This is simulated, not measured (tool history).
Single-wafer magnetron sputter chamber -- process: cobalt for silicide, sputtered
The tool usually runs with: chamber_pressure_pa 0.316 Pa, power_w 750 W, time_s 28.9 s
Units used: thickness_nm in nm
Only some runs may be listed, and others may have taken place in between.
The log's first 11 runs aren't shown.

run	hour	chamber_pressure_pa	power_w	time_s	read-back reference wafer on the same gauge, thickness_nm	thickness_nm
12	550.8	0.316	750	28.9	9.403	10.032
# hour 575.5: magnet pack replaced
13	609.2	0.316	750	28.9	9.402	9.984
# hour 619.7: capacitance manometer re-zeroed and calibrated
# hour 629.6: sputter target and shields replaced
14	669.9	0.316	750	28.9	9.396	10.281
15	735.8	0.316	750	28.9	9.391	10.245
16	762.0	0.316	750	28.9	9.391	10.118
17	792.5	0.316	750	28.9	9.407	10.114
# hour 825.5: gauge calibrated
18	852.3	0.427	600	30.8	9.412	8.690
19	895.3	0.242	750	28.9	9.394	10.224
20	954.0	0.225	700	28.9	9.390	9.662
21	1001.4	0.316	750	28.9	9.389	9.965
# hour 1030.8: sputter target and shields replaced
22	1042.0	0.190	750	23.9	9.401	8.815
23	1113.7	0.409	900	34.3	9.387	14.050
24	1173.1	0.316	750	28.9	9.396	10.240
25	1233.6	0.316	750	33.0	9.404	11.693
26	1351.8	0.316	750	26.1	9.407	8.998
# hour 1399.3: sputter target and shields replaced
27	1399.8	0.316	900	24.7	9.391	10.320
28	1451.6	0.316	650	32.1	9.398	10.096
29	1478.5	0.316	750	28.9	9.396	10.349
30	1519.3	0.373	850	26.2	9.386	10.155
31	1570.4	0.316	550	28.9	9.384	7.752
32	1612.4	0.316	750	28.9	9.397	10.189
33	1678.5	0.316	750	28.9	9.400	10.062
34	1743.9	0.262	750	34.6	9.379	12.206
35	1793.0	0.215	750	28.9	9.407	10.214
# hour 1826.8: sputter target and shields replaced
36	1827.3	0.241	750	28.9	9.401	10.547

Here are 3 independent what-if runs from the current tool condition. What would each one return?
A	1827.7	0.316	750	34.3	?	?
B	1827.7	0.226	900	24.3	?	?
C	1827.7	0.210	900	23.9	?	?

run	read-back reference wafer on the same gauge, thickness_nm	thickness_nm
A	9.414	12.377
B	9.414	10.519
C	9.414	10.383
Take away the tool's hidden state, keep each run's random variation, and the runs would have read:
run	thickness_nm
A	12.406
B	10.544
C	10.408
